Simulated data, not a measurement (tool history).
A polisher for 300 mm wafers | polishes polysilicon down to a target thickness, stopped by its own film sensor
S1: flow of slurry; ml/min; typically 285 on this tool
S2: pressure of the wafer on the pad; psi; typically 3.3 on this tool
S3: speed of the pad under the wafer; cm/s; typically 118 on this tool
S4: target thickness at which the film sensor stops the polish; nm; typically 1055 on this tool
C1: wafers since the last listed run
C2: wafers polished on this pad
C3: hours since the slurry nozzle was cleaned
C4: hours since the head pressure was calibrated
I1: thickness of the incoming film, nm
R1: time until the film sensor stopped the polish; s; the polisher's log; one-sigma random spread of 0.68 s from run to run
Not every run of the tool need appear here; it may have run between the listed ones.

run 1 hour=0 | S1=285 S2=3.3 S3=118 S4=1055 | C1=0 C2=448 C3=501.1 C4=968.6 | I1=1631.8 | R1=55.8
run 2 hour=20.6 | S1=285 S2=3.3 S3=118 S4=1055 | C1=230 C2=678 C3=521.7 C4=989.2 | I1=1658.4 | R1=57.8
run 3 hour=45.2 | S1=285 S2=3.3 S3=118 S4=935 | C1=274 C2=953 C3=546.3 C4=1013.8 | I1=1649.9 | R1=71.5
run 4 hour=61 | S1=285 S2=3.3 S3=118 S4=1055 | C1=176 C2=1129 C3=562.1 C4=1029.6 | I1=1635.3 | R1=56.8
run 5 hour=90 | S1=285 S2=3.3 S3=118 S4=1055 | C1=324 C2=1453 C3=591.1 C4=1058.6 | I1=1664.5 | R1=60.7
run 6 hour=105.6 | S1=210 S2=3.3 S3=118 S4=1200 | C1=174 C2=1628 C3=606.7 C4=1074.2 | I1=1652.4 | R1=47.7
-- hour=120.2 worn pad replaced by a new one
run 7 hour=127.1 | S1=285 S2=3.3 S3=118 S4=1055 | C1=195 C2=76 C3=628.2 C4=1095.7 | I1=1668.1 | R1=62.9
run 8 hour=153.4 | S1=285 S2=3.3 S3=118 S4=1055 | C1=293 C2=370 C3=654.5 C4=1122 | I1=1644.7 | R1=60.1
run 9 hour=176.2 | S1=285 S2=3.3 S3=118 S4=1055 | C1=254 C2=625 C3=677.3 C4=1144.8 | I1=1654.8 | R1=62
run 10 hour=193.9 | S1=285 S2=3.3 S3=118 S4=1055 | C1=197 C2=823 C3=695 C4=1162.5 | I1=1652.1 | R1=60.7
run 11 hour=225.6 | S1=285 S2=3.3 S3=118 S4=1055 | C1=354 C2=1177 C3=726.7 C4=1194.2 | I1=1642.8 | R1=61.2
run 12 hour=244.2 | S1=330 S2=3.3 S3=118 S4=1055 | C1=207 C2=1385 C3=745.3 C4=1212.8 | I1=1631.5 | R1=59.6
-- hour=262.8 worn pad replaced by a new one
run 13 hour=279.5 | S1=330 S2=3.3 S3=118 S4=1055 | C1=349 C2=186 C3=780.6 C4=1248.1 | I1=1678.7 | R1=65.1
run 14 hour=311.5 | S1=285 S2=3.3 S3=118 S4=1055 | C1=357 C2=544 C3=812.6 C4=1280.1 | I1=1660.3 | R1=63.7
run 15 hour=343.3 | S1=285 S2=3.3 S3=118 S4=1055 | C1=355 C2=899 C3=844.4 C4=1311.9 | I1=1626.2 | R1=60.9
-- hour=372.6 slurry nozzle cleaned
run 16 hour=375.9 | S1=265 S2=3.3 S3=118 S4=1055 | C1=353 C2=1252 C3=3.3 C4=1344.5 | I1=1641.8 | R1=59.5
run 17 hour=402.1 | S1=225 S2=4.1 S3=150 S4=894 | C1=292 C2=1545 C3=29.5 C4=1370.7 | I1=1667.7 | R1=54.1
run 18 hour=435.9 | S1=285 S2=3.3 S3=118 S4=1192 | C1=377 C2=1923 C3=63.3 C4=1404.5 | I1=1647.1 | R1=46.3
-- hour=443 worn pad replaced by a new one
run 19 hour=454.8 | S1=285 S2=3.3 S3=102 S4=1055 | C1=166 C2=132 C3=82.2 C4=1423.4 | I1=1661.6 | R1=66.9
run 20 hour=468.7 | S1=335 S2=2.2 S3=118 S4=1055 | C1=155 C2=287 C3=96.1 C4=1437.3 | I1=1616.4 | R1=82.2
run 21 hour=501.5 | S1=285 S2=2.6 S3=118 S4=1055 | C1=366 C2=654 C3=128.9 C4=1470.1 | I1=1640.9 | R1=74.9
-- hour=526.2 head pressure recalibrated
run 22 hour=529.2 | S1=285 S2=3.3 S3=118 S4=1055 | C1=287 C2=941 C3=156.6 C4=3 | I1=1618 | R1=50.5
run 23 hour=563.8 | S1=285 S2=3.3 S3=118 S4=936 | C1=386 C2=1327 C3=191.2 C4=37.6 | I1=1651.5 | R1=63.2
run 24 hour=597.2 | S1=365 S2=2.3 S3=118 S4=1055 | C1=373 C2=1701 C3=224.6 C4=71 | I1=1644.6 | R1=71.9
-- hour=604.9 worn pad replaced by a new one
run 25 hour=619.2 | S1=285 S2=3.3 S3=118 S4=1055 | C1=201 C2=159 C3=246.6 C4=93 | I1=1662.3 | R1=54.7
run 26 hour=633.9 | S1=285 S2=3.3 S3=118 S4=1055 | C1=164 C2=323 C3=261.3 C4=107.7 | I1=1643.4 | R1=52.4
run 27 hour=648.5 | S1=210 S2=3.3 S3=118 S4=857 | C1=163 C2=487 C3=275.9 C4=122.3 | I1=1664.1 | R1=75.2
run 28 hour=665.8 | S1=250 S2=3.3 S3=82 S4=1232 | C1=193 C2=680 C3=293.2 C4=139.6 | I1=1650.1 | R1=46.7
run 29 hour=681.4 | S1=285 S2=4.3 S3=118 S4=860 | C1=174 C2=854 C3=308.8 C4=155.2 | I1=1653.9 | R1=56.6
run 30 hour=714.6 | S1=205 S2=4.2 S3=134 S4=942 | C1=370 C2=1225 C3=342 C4=188.4 | I1=1635.5 | R1=48
-- hour=741.8 worn pad replaced by a new one
run 31 hour=747.5 | S1=285 S2=3.3 S3=118 S4=1055 | C1=322 C2=63 C3=374.9 C4=221.3 | I1=1655.9 | R1=55.3
run 32 hour=773 | S1=210 S2=3.3 S3=118 S4=1200 | C1=284 C2=348 C3=400.4 C4=246.8 | I1=1665.9 | R1=43.8
run 33 hour=790.1 | S1=285 S2=3.3 S3=94 S4=1055 | C1=191 C2=539 C3=417.5 C4=263.9 | I1=1654.8 | R1=64.7

Branching from run 33: 3 alternative next runs. What would each branch give?
run A hour=790.5 | S1=285 S2=3.3 S3=118 S4=1055 | C1=4 C2=543 C3=417.9 C4=264.3 | I1=1684.2 | R1=?
run B hour=790.5 | S1=285 S2=3.3 S3=136 S4=853 | C1=4 C2=543 C3=417.9 C4=264.3 | I1=1684.2 | R1=?
run C hour=790.5 | S1=355 S2=4.1 S3=150 S4=1126 | C1=4 C2=543 C3=417.9 C4=264.3 | I1=1684.2 | R1=?

run=A R1=58.7
run=B R1=70.7
run=C R1=35.3
The same runs, with their run-to-run variation unchanged, on a tool lacking any hidden condition would have given:
run=A R1=57.5
run=B R1=69.3
run=C R1=34.7
